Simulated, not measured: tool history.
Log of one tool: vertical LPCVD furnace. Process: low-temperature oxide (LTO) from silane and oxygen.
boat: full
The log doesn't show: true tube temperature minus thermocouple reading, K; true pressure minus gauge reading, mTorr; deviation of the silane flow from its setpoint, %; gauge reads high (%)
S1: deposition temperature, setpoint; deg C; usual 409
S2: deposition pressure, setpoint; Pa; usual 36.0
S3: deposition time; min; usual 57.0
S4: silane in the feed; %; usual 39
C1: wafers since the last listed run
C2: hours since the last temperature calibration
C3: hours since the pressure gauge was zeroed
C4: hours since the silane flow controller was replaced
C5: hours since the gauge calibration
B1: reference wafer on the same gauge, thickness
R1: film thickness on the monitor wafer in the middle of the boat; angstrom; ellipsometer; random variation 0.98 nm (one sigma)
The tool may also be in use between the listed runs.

run 1 day=0.000 | S1=403 S2=34.0 S3=57.0 S4=39 | C1=0 C2=3731.8 C3=1831.2 C4=6638.8 C5=60.5 | B1=678.98 | R1=5468.2
run 2 day=0.542 | S1=409 S2=36.0 S3=57.0 S4=45 | C1=221 C2=3744.8 C3=1844.2 C4=6651.8 C5=73.5 | B1=678.78 | R1=7226.5
run 3 day=1.392 | S1=409 S2=36.0 S3=57.0 S4=45 | C1=347 C2=3765.2 C3=1864.6 C4=6672.2 C5=93.9 | B1=678.63 | R1=7245.9
run 4 day=1.975 | S1=409 S2=36.0 S3=57.0 S4=45 | C1=238 C2=3779.2 C3=1878.6 C4=6686.2 C5=107.9 | B1=678.86 | R1=7243.9
run 5 day=2.346 | S1=409 S2=36.0 S3=57.0 S4=39 | C1=151 C2=3788.1 C3=1887.5 C4=6695.1 C5=116.8 | B1=679.41 | R1=6180.3
run 6 day=2.954 | S1=409 S2=36.0 S3=57.0 S4=39 | C1=248 C2=3802.7 C3=1902.1 C4=6709.7 C5=131.4 | B1=678.83 | R1=6192.5
run 7 day=3.742 | S1=409 S2=36.0 S3=57.0 S4=39 | C1=322 C2=3821.6 C3=1921.0 C4=6728.6 C5=150.3 | B1=678.86 | R1=6181.2
run 8 day=4.396 | S1=409 S2=36.0 S3=57.0 S4=39 | C1=267 C2=3837.3 C3=1936.7 C4=6744.3 C5=166.0 | B1=678.86 | R1=6164.1
run 9 day=4.921 | S1=409 S2=36.0 S3=57.0 S4=39 | C1=214 C2=3849.9 C3=1949.3 C4=6756.9 C5=178.6 | B1=678.89 | R1=6179.7
run 10 day=5.250 | S1=399 S2=40.7 S3=43.0 S4=47 | C1=134 C2=3857.8 C3=1957.2 C4=6764.8 C5=186.5 | B1=678.68 | R1=5837.1
-- day=6.258 pressure gauge zeroed
-- day=6.812 silane flow controller replaced
run 11 day=6.833 | S1=402 S2=36.0 S3=57.0 S4=39 | C1=12 C2=3895.8 C3=13.8 C4=0.5 C5=224.5 | B1=679.32 | R1=5988.4
run 12 day=7.038 | S1=409 S2=36.0 S3=57.0 S4=39 | C1=83 C2=3900.7 C3=18.7 C4=5.4 C5=229.4 | B1=679.19 | R1=6454.9
-- day=7.692 gauge calibrated
-- day=8.792 thermocouples replaced and temperature profile calibrated
run 13 day=8.812 | S1=403 S2=36.0 S3=57.0 S4=39 | C1=316 C2=0.5 C3=61.3 C4=48.0 C5=26.9 | B1=678.78 | R1=6049.8
run 14 day=9.017 | S1=409 S2=36.0 S3=43.0 S4=36 | C1=83 C2=5.4 C3=66.2 C4=52.9 C5=31.8 | B1=678.53 | R1=4407.6
run 15 day=9.708 | S1=409 S2=36.0 S3=57.0 S4=44 | C1=282 C2=22.0 C3=82.8 C4=69.5 C5=48.4 | B1=679.09 | R1=7362.5
run 16 day=10.325 | S1=409 S2=36.0 S3=57.0 S4=39 | C1=252 C2=36.8 C3=97.6 C4=84.3 C5=63.2 | B1=678.62 | R1=6450.9
run 17 day=10.775 | S1=409 S2=42.7 S3=57.0 S4=39 | C1=184 C2=47.6 C3=108.4 C4=95.1 C5=74.0 | B1=678.80 | R1=7649.9
run 18 day=11.212 | S1=420 S2=36.0 S3=73.5 S4=43 | C1=178 C2=58.1 C3=118.9 C4=105.6 C5=84.5 | B1=679.45 | R1=10342.0

4 ways to go on from here, each from the tool as it stands after run 18. What would each give?
run A day=11.421 | S1=409 S2=36.0 S3=57.0 S4=32 | C1=85 C2=63.1 C3=123.9 C4=110.6 C5=89.5 | B1=? | R1=?
run B day=11.421 | S1=409 S2=40.0 S3=75.0 S4=46 | C1=85 C2=63.1 C3=123.9 C4=110.6 C5=89.5 | B1=? | R1=?
run C day=11.421 | S1=409 S2=29.3 S3=70.5 S4=33 | C1=85 C2=63.1 C3=123.9 C4=110.6 C5=89.5 | B1=? | R1=?
run D day=11.421 | S1=417 S2=36.0 S3=57.0 S4=39 | C1=85 C2=63.1 C3=123.9 C4=110.6 C5=89.5 | B1=? | R1=?

run=A B1=678.96 R1=4980.3
run=B B1=678.96 R1=11259.0
run=C B1=678.96 R1=5219.4
run=D B1=678.96 R1=7003.4
Without the tool's hidden state the same runs would have given:
run=A R1=5050.2
run=B R1=11401.1
run=C R1=5309.6
run=D R1=7101.7
